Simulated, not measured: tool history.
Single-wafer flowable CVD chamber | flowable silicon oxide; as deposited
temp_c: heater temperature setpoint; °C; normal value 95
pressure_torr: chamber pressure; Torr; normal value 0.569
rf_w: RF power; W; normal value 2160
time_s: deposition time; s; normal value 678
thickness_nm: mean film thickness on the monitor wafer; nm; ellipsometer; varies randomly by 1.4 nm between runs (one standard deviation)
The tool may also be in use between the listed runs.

run,day,temp_c,pressure_torr,rf_w,time_s,"read-back reference wafer on the same gauge, thickness_nm",thickness_nm
1,0,95,0.569,2160,678,293.295,257.995
2,1.912,95,0.569,2160,678,292.901,257.862
3,4.738,95,0.569,2160,678,293.14,256.953
4,6.025,95,0.569,1945,678,292.51,251.133
# day 7.792: thermocouple changed; heater temperature recalibrated
5,8.875,109,0.569,2510,678,292.799,185.229
6,11.471,95,0.675,2160,678,293.14,326.248
7,13.538,95,0.569,2160,678,293.307,274.077
8,14.85,83,0.637,2160,614,292.941,385.848
9,16.062,95,0.569,1945,678,292.579,269.196
10,17.621,95,0.569,1865,608,292.772,235.89
11,18.954,95,0.531,2160,808,293.232,300.385
12,20.008,95,0.569,2160,678,293.827,270.077
13,21.212,95,0.429,2160,745,293.2,225.454
# day 23.175: RF generator calibrated
14,23.708,102,0.476,2325,640,293.6,175.578
# day 24.05: showerhead replaced
15,24.867,103,0.659,2160,678,293.189,248.606
16,26.371,87,0.51,2020,743,292.581,328.342
17,29.133,95,0.569,2570,678,293.175,271.845
18,31.729,95,0.569,2160,731,292.832,286.852
19,33.604,95,0.569,2160,678,293.324,265.749
20,35.958,90,0.569,2160,739,292.807,335.267
21,37.983,82,0.569,2160,602,292.959,337.041
22,39.029,95,0.569,1840,678,292.951,255.728
23,41.546,95,0.569,2160,678,293.635,262.674
24,44.15,95,0.514,1775,678,293.34,230.559
25,46.012,95,0.569,2160,678,293.107,260.013
26,48.983,100,0.66,2030,638,293.303,244.629
27,52.358,90,0.569,2160,678,293.222,305.376
28,54.942,95,0.569,2450,549,292.772,215.946

What if the next run were any one of these 4? Each begins from the tool's condition after run 28:
A,54.967,91,0.569,2160,678,?,?
B,54.967,82,0.569,2370,678,?,?
C,54.967,95,0.665,2160,678,?,?
D,54.967,85,0.517,2560,806,?,?

run,"read-back reference wafer on the same gauge, thickness_nm",thickness_nm
A,293.291,290.285
B,293.291,374.971
C,293.291,302.713
D,293.291,378.71
Without the tool's unlogged condition, the same runs would have read:
run,thickness_nm
A,313.843
B,404.637
C,326.593
D,408.579
